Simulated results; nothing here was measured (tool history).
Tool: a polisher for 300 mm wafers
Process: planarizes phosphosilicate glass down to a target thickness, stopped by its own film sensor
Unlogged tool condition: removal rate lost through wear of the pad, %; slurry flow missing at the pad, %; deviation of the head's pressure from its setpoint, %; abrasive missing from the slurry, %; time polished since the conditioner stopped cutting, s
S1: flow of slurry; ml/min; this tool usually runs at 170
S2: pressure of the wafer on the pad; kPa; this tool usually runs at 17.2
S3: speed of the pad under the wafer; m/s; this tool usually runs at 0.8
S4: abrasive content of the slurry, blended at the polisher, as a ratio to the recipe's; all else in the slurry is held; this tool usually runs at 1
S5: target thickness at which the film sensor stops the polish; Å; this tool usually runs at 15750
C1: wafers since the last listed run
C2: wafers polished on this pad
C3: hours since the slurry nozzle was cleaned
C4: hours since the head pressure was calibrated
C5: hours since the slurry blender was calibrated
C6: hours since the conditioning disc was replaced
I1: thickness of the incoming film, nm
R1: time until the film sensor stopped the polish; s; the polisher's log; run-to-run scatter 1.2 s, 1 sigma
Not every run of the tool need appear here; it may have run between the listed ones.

{"run": 1, "day": 0.0, "S1": 170, "S2": 17.2, "S3": 0.8, "S4": 1, "S5": 15750, "C1": 0, "C2": 228, "C3": 240.2, "C4": 300.6, "C5": 90, "C6": 234.6, "I1": 2048.3, "R1": 102.2}
{"run": 2, "day": 2.179, "S1": 170, "S2": 17.2, "S3": 0.8, "S4": 1, "S5": 15750, "C1": 427, "C2": 656, "C3": 292.5, "C4": 352.9, "C5": 142.3, "C6": 286.9, "I1": 2086.5, "R1": 109.6}
{"day": 4.588, "done": "head pressure recalibrated"}
{"day": 4.788, "done": "slurry nozzle cleaned"}
{"run": 3, "day": 4.946, "S1": 170, "S2": 17.2, "S3": 0.8, "S4": 0.9, "S5": 16190, "C1": 517, "C2": 1173, "C3": 3.8, "C4": 8.6, "C5": 208.7, "C6": 353.3, "I1": 2030.7, "R1": 93.1}
{"run": 4, "day": 7.554, "S1": 170, "S2": 17.2, "S3": 0.8, "S4": 0.9, "S5": 16190, "C1": 511, "C2": 1685, "C3": 66.4, "C4": 71.2, "C5": 271.3, "C6": 415.9, "I1": 2054, "R1": 99.2}
{"run": 5, "day": 10.408, "S1": 170, "S2": 17.2, "S3": 0.98, "S4": 1, "S5": 15750, "C1": 559, "C2": 2244, "C3": 134.9, "C4": 139.7, "C5": 339.8, "C6": 484.4, "I1": 2032.9, "R1": 88.2}
{"day": 11.408, "done": "conditioning disc replaced and pad reconditioned"}
{"run": 6, "day": 12.179, "S1": 170, "S2": 17.2, "S3": 0.98, "S4": 1, "S5": 15750, "C1": 330, "C2": 2575, "C3": 177.4, "C4": 182.2, "C5": 382.3, "C6": 18.5, "I1": 2053.6, "R1": 91.5}
{"day": 13.3, "done": "worn pad replaced by a new one"}
{"run": 7, "day": 13.321, "S1": 170, "S2": 17.2, "S3": 0.8, "S4": 1, "S5": 15750, "C1": 191, "C2": 4, "C3": 204.8, "C4": 209.6, "C5": 409.7, "C6": 45.9, "I1": 2073.4, "R1": 110}
{"run": 8, "day": 15.162, "S1": 130, "S2": 17.2, "S3": 0.8, "S4": 0.8, "S5": 15750, "C1": 361, "C2": 365, "C3": 249, "C4": 253.8, "C5": 453.9, "C6": 90.1, "I1": 1994.1, "R1": 111}
{"day": 16.229, "done": "slurry blender recalibrated"}
{"run": 9, "day": 16.525, "S1": 195, "S2": 17.2, "S3": 0.8, "S4": 0.85, "S5": 15750, "C1": 250, "C2": 615, "C3": 281.7, "C4": 286.5, "C5": 7.1, "C6": 122.8, "I1": 2010.6, "R1": 99.7}
{"day": 18.95, "done": "slurry nozzle cleaned"}
{"day": 19.262, "done": "head pressure recalibrated"}
{"run": 10, "day": 19.283, "S1": 170, "S2": 17.2, "S3": 0.8, "S4": 1.2, "S5": 15750, "C1": 516, "C2": 1131, "C3": 8, "C4": 0.5, "C5": 73.3, "C6": 189, "I1": 2024.4, "R1": 89.7}
{"run": 11, "day": 22.004, "S1": 200, "S2": 20, "S3": 0.8, "S4": 1, "S5": 14280, "C1": 533, "C2": 1665, "C3": 73.3, "C4": 65.8, "C5": 138.6, "C6": 254.3, "I1": 2034.8, "R1": 108.4}
{"run": 12, "day": 24.779, "S1": 170, "S2": 17.2, "S3": 0.8, "S4": 1, "S5": 15750, "C1": 543, "C2": 2209, "C3": 139.9, "C4": 132.4, "C5": 205.2, "C6": 320.9, "I1": 2081.2, "R1": 109.9}
{"run": 13, "day": 26.238, "S1": 150, "S2": 17.2, "S3": 0.52, "S4": 1, "S5": 16890, "C1": 285, "C2": 2495, "C3": 174.9, "C4": 167.4, "C5": 240.2, "C6": 355.9, "I1": 2027.2, "R1": 99.8}
{"day": 27.033, "done": "worn pad replaced by a new one"}
{"run": 14, "day": 27.904, "S1": 170, "S2": 17.2, "S3": 0.8, "S4": 1.1, "S5": 15320, "C1": 294, "C2": 170, "C3": 214.9, "C4": 207.4, "C5": 280.2, "C6": 395.9, "I1": 2033.7, "R1": 103.6}
{"day": 30.217, "done": "conditioning disc replaced and pad reconditioned"}
{"run": 15, "day": 30.438, "S1": 170, "S2": 21.4, "S3": 0.8, "S4": 1, "S5": 15750, "C1": 480, "C2": 650, "C3": 275.7, "C4": 268.2, "C5": 341, "C6": 5.3, "I1": 2018.6, "R1": 79.5}
{"run": 16, "day": 32.462, "S1": 185, "S2": 22.8, "S3": 0.8, "S4": 1, "S5": 15750, "C1": 396, "C2": 1047, "C3": 324.3, "C4": 316.8, "C5": 389.6, "C6": 53.9, "I1": 2077.2, "R1": 83.3}
{"day": 32.992, "done": "head pressure recalibrated"}
{"day": 33.35, "done": "slurry nozzle cleaned"}
{"run": 17, "day": 34.021, "S1": 170, "S2": 17.2, "S3": 0.8, "S4": 1, "S5": 15750, "C1": 280, "C2": 1328, "C3": 16.1, "C4": 24.7, "C5": 427, "C6": 91.3, "I1": 2029.9, "R1": 101.8}
{"run": 18, "day": 36.717, "S1": 220, "S2": 19.3, "S3": 1.02, "S4": 1, "S5": 16390, "C1": 528, "C2": 1857, "C3": 80.8, "C4": 89.4, "C5": 491.7, "C6": 156, "I1": 2022.2, "R1": 63.2}
{"day": 37.467, "done": "slurry blender recalibrated"}
{"run": 19, "day": 38.062, "S1": 170, "S2": 22.1, "S3": 0.8, "S4": 1, "S5": 15750, "C1": 247, "C2": 2104, "C3": 113.1, "C4": 121.7, "C5": 14.3, "C6": 188.3, "I1": 2000.2, "R1": 71.2}
{"run": 20, "day": 40.3, "S1": 170, "S2": 17.2, "S3": 0.68, "S4": 1, "S5": 15320, "C1": 438, "C2": 2543, "C3": 166.8, "C4": 175.4, "C5": 68, "C6": 242, "I1": 2027.4, "R1": 118.2}
{"day": 42.283, "done": "worn pad replaced by a new one"}
{"run": 21, "day": 42.512, "S1": 145, "S2": 19.3, "S3": 0.72, "S4": 1, "S5": 17140, "C1": 401, "C2": 44, "C3": 219.9, "C4": 228.5, "C5": 121.1, "C6": 295.1, "I1": 2032.9, "R1": 68}
{"run": 22, "day": 44.488, "S1": 170, "S2": 17.2, "S3": 0.8, "S4": 1, "S5": 15750, "C1": 387, "C2": 431, "C3": 267.3, "C4": 275.9, "C5": 168.5, "C6": 342.5, "I1": 2023.1, "R1": 97.2}
{"run": 23, "day": 45.504, "S1": 170, "S2": 17.2, "S3": 0.8, "S4": 1, "S5": 15750, "C1": 199, "C2": 631, "C3": 291.7, "C4": 300.3, "C5": 192.9, "C6": 366.9, "I1": 2035, "R1": 101.3}
{"run": 24, "day": 47.267, "S1": 170, "S2": 17.2, "S3": 0.88, "S4": 1, "S5": 16470, "C1": 345, "C2": 976, "C3": 334, "C4": 342.6, "C5": 235.2, "C6": 409.2, "I1": 2067.8, "R1": 85}
{"run": 25, "day": 48.562, "S1": 170, "S2": 17.2, "S3": 0.8, "S4": 1, "S5": 15750, "C1": 254, "C2": 1230, "C3": 365.1, "C4": 373.7, "C5": 266.3, "C6": 440.3, "I1": 2027.1, "R1": 101.1}
{"day": 49.329, "done": "slurry nozzle cleaned"}
{"day": 50.375, "done": "head pressure recalibrated"}
{"run": 26, "day": 50.929, "S1": 170, "S2": 17.2, "S3": 0.8, "S4": 1, "S5": 15750, "C1": 439, "C2": 1670, "C3": 38.4, "C4": 13.3, "C5": 323.1, "C6": 497.1, "I1": 2066.1, "R1": 106.7}

What would each run have given without the hidden state, its run-to-run variation left as it was?
run=1 R1=101.9
run=2 R1=109
run=3 R1=92.1
run=4 R1=97.5
run=5 R1=85.9
run=6 R1=88.4
run=7 R1=105.8
run=8 R1=105
run=9 R1=99.6
run=10 R1=89.6
run=11 R1=107.9
run=12 R1=108.8
run=13 R1=98.5
run=14 R1=101.8
run=15 R1=77.4
run=16 R1=80.4
run=17 R1=97.5
run=18 R1=59.6
run=19 R1=70.6
run=20 R1=117
run=21 R1=67.2
run=22 R1=95.8
run=23 R1=99.6
run=24 R1=83.2
run=25 R1=98.6
run=26 R1=103.3
